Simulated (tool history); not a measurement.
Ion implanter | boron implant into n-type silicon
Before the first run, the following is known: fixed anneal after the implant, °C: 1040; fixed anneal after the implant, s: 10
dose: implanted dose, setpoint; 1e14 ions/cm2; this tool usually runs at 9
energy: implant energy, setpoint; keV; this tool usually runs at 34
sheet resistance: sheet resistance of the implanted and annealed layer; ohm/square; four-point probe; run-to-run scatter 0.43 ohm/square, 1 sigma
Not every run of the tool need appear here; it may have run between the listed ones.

run,hour,dose,energy,wafers since the last listed run,hours since the last dose calibration,hours since the extraction supply was calibrated,hours since the gauge calibration,"read-back reference wafer on the same gauge, sheet resistance",sheet resistance
1,0,11.13,31,0,2095.7,3344.8,150,98.06,99.67
2,38.3,11.13,31,582,2134,3383.1,188.3,98.02,98.68
3,50.1,9,34,179,2145.8,3394.9,200.1,97.98,117.88
4,64.8,9,34,223,2160.5,3409.6,214.8,97.85,117.95
5,71.3,9,34,98,2167,3416.1,221.3,97.88,117.35
6,86,9,34,223,2181.7,3430.8,236,98.13,118.03
7,95.7,9,34,147,2191.4,3440.5,245.7,98.06,117.6
8,115.8,7.06,34,305,2211.5,3460.6,265.8,97.87,143.46
9,131.9,7.06,34,244,2227.6,3476.7,281.9,98,144.84
10,139.1,9,34,109,2234.8,3483.9,289.1,98.06,118.06
11,155.1,9,34,243,2250.8,3499.9,305.1,97.85,118.16
12,169.2,10.81,25.5,214,2264.9,3514,319.2,98.11,103.38
13,193.5,10.81,25.5,369,2289.2,3538.3,343.5,97.86,103.19
14,202.6,9,34,138,2298.3,3547.4,352.6,98.02,117.82
15,220.4,11.03,30.5,270,2316.1,3565.2,370.4,98.13,99.89
16,233.5,9,29,199,2329.2,3578.3,383.5,98.2,118.92
17,243.8,10.09,34,156,2339.5,3588.6,393.8,97.86,107.42
18,250.3,7.54,24,98,2346,3595.1,400.3,98.02,140.2
19,265.6,7.82,40.5,232,2361.3,3610.4,415.6,97.95,130.49
# hour 272.2: gauge calibrated
20,277.3,9,34,177,2373,3622.1,5.1,98.07,117.85
# hour 312.3: Faraday cup replaced and dose calibrated
21,312.8,10.92,44.5,418,0.5,3657.6,40.6,97.97,98.55
# hour 321.1: extraction supply calibrated
22,325.6,6.59,29.5,73,13.3,4.5,53.4,98.05,155.47
23,333,11.38,44,112,20.7,11.9,60.8,98.04,95.08
24,341.2,9,34,124,28.9,20.1,69,97.94,117.65
25,353.3,9,24.5,184,41,32.2,81.1,98.05,121.21
26,366.2,10.52,25.5,196,53.9,45.1,94,98.13,105.2
27,378.8,9,23.5,191,66.5,57.7,106.6,98.1,121.28
28,394.6,9,34,240,82.3,73.5,122.4,98.01,118.21
29,408.1,9,37.5,205,95.8,87,135.9,97.96,116.78

Forecast each of these 3 alternatives for the next run:
A,408.5,9,37,6,96.2,87.4,136.3,?,?
B,408.5,9.73,45,6,96.2,87.4,136.3,?,?
C,408.5,9.96,38,6,96.2,87.4,136.3,?,?

run,"read-back reference wafer on the same gauge, sheet resistance",sheet resistance
A,98.05,116.93
B,98.05,108.12
C,98.05,107.34
Without the tool's hidden state the same runs would have given:
run,sheet resistance
A,116.93
B,108.12
C,107.34
